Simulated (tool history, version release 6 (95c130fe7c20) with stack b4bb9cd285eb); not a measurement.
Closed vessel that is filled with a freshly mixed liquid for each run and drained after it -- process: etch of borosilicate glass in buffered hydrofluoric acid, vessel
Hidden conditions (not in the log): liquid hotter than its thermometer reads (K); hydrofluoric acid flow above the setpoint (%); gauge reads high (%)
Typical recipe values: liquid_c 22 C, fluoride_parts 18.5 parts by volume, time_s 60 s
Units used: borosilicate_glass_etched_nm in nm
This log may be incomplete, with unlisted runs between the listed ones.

run,hour,liquid_c,fluoride_parts,time_s,wafers since the last listed run,hours since the thermometer was replaced,hours since the hydrofluoric acid flow meter was replaced,hours since the gauge calibration,"read-back film thickness of the borosilicate glass reference wafer, read on the same gauge (nm)",borosilicate_glass_etched_nm
1,0,25.5,18.5,60,0,1671,1439.4,676.7,30,48.1
2,44.3,25.5,18.5,60,2791,1715.3,1483.7,721,30.01,49
3,98.2,21,18.5,60,3395,1769.2,1537.6,774.9,30.02,38.29
4,167,21,18.5,60,4334,1838,1606.4,843.7,30.01,38.83
5,225.6,21,18.5,60,3692,1896.6,1665,902.3,30,38.83
6,295.9,22,18.5,85,4429,1966.9,1735.3,972.6,30,58.17
7,367.4,22,18.5,85,4504,2038.4,1806.8,1044.1,29.99,58.25
8,424.3,25,18.5,50,3584,2095.3,1863.7,1101,30.03,40.4
9,491.7,22,18.5,60,4246,2162.7,1931.1,1168.4,30.01,41.62
10,527.6,22,18.5,60,2261,2198.6,1967,1204.3,30.01,41.33
# hour 558.1: hydrofluoric acid flow meter replaced
11,559.5,22,13,60,1946,2230.5,1.4,1236.2,30.02,53.33
12,630.8,23.5,18.5,95,4492,2301.8,72.7,1307.5,29.98,64.75
13,682.6,26,18.5,60,3263,2353.6,124.5,1359.3,30.04,47.28
14,719.4,19.5,24,60,2318,2390.4,161.3,1396.1,30,26.65
# hour 728.6: gauge calibrated
15,761,18,18.5,75,2621,2432,202.9,32.4,30.03,38.11
16,804.5,25,18.5,60,2740,2475.5,246.4,75.9,30,44.26
17,854.6,22,18.5,60,3156,2525.6,296.5,126,30,38.52
18,913.2,25.5,14.5,60,3692,2584.2,355.1,184.6,30.01,59.12
# hour 950.2: thermometer replaced
19,954.6,22,22,50,2545,4.4,396.5,226,29.99,27.51
20,1014.5,22,18.5,60,3774,64.3,456.4,285.9,29.98,38.52
21,1040,22,18.5,70,1606,89.8,481.9,311.4,29.99,45.14
22,1065.6,24,16.5,35,1612,115.4,507.5,337,30.01,28.22
23,1106.3,26.5,24,40,2564,156.1,548.2,377.7,30,26.78
24,1157.9,19.5,16,60,3251,207.7,599.8,429.3,29.98,39.08
25,1220.9,22,23.5,60,3969,270.7,662.8,492.3,30.01,31.97
26,1246.3,24,18.5,80,1600,296.1,688.2,517.7,30,57.57
27,1295.6,22,18.5,75,3106,345.4,737.5,567,30,48.87
28,1322.6,22,18.5,60,1701,372.4,764.5,594,30.02,39.06
29,1383.6,18,18.5,70,3843,433.4,825.5,655,30,37.22
30,1437.5,22,25.5,45,3395,487.3,879.4,708.9,29.98,22.72
31,1489.9,22,18.5,60,3301,539.7,931.8,761.3,29.99,39.49
32,1536.2,19,15.5,60,2917,586,978.1,807.6,29.99,40.56

Each row is a separate what-if for the run after 32, all from the same tool condition, not one after another. Results?
A,1536.9,27,18.5,60,44,586.7,978.8,808.3,?,?
B,1536.9,22,11.5,35,44,586.7,978.8,808.3,?,?
C,1536.9,20,24.5,70,44,586.7,978.8,808.3,?,?
D,1536.9,24,21,35,44,586.7,978.8,808.3,?,?
E,1536.9,19,13,95,44,586.7,978.8,808.3,?,?

run,"read-back film thickness of the borosilicate glass reference wafer, read on the same gauge (nm)",borosilicate_glass_etched_nm
A,30.01,51.96
B,30.01,37.12
C,30.01,32.92
D,30.01,22.79
E,30.01,75.75
Had the tool no hidden state, the same runs would have come out as:
run,borosilicate_glass_etched_nm
A,49.54
B,35.4
C,31.84
D,22.04
E,72.22

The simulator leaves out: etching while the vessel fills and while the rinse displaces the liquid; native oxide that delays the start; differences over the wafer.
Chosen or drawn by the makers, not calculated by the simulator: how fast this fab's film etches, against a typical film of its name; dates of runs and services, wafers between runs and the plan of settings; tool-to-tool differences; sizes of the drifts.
